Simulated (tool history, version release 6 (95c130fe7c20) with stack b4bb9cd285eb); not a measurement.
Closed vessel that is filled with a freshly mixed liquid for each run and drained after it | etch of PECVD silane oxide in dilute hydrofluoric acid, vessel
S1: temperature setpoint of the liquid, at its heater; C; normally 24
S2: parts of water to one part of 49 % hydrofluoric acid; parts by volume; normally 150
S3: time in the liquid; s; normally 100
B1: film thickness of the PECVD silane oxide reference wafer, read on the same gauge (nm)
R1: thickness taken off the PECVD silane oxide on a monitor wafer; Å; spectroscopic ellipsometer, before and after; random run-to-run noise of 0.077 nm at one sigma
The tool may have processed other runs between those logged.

run,day,S1,S2,S3,B1,R1
1,0,26.5,185,100,90,179.2
2,3.35,26.5,185,100,89.98,177.3
3,4.925,26.5,185,100,90.01,177.6
4,7.179,24,150,100,90.01,208.8
5,9.638,24,150,100,90.01,207.8
6,12.192,24,150,100,90.02,209.6
7,15.996,20,150,100,90.02,179.3
8,20.254,24,150,100,89.99,208.7
9,23.367,24,150,100,89.98,208.8
# day 23.608: thermometer replaced
# day 23.679: gauge calibrated
10,25.038,24,150,100,90.01,210.1
11,27.121,24,150,55,90,115.9
12,29.2,24,150,55,90,116.4
13,33.404,24,150,100,90.01,210.9
14,35.296,19.5,75,100,89.99,381.8
15,38.775,24,185,150,90.01,247
16,42.375,19.5,85,100,90,335.7
17,43.942,26,150,60,90.01,136.3
18,46.875,27,150,155,90,367.9
19,51.146,24,150,55,90.02,117
# day 53.838: hydrofluoric acid flow meter replaced
20,64.608,19.5,150,155,90.01,268.4
# day 64.95: gauge calibrated
21,68.054,24,150,100,90,207.3
22,70.275,22,150,60,90,115.3
23,72.896,24,150,100,90.01,207.1
24,74.708,24,150,100,90.01,207.7

Predict each of these 3 candidate next runs independently; none follows another, all start after run 24:
A,74.738,24,150,60,?,?
B,74.738,25.5,210,45,?,?
C,74.738,26,150,80,?,?

run,B1,R1
A,90.01,124.7
B,90.01,66
C,90.01,179.3
With no hidden state in the tool, these same runs would have given:
run,R1
A,123.6
B,65.4
C,177.7

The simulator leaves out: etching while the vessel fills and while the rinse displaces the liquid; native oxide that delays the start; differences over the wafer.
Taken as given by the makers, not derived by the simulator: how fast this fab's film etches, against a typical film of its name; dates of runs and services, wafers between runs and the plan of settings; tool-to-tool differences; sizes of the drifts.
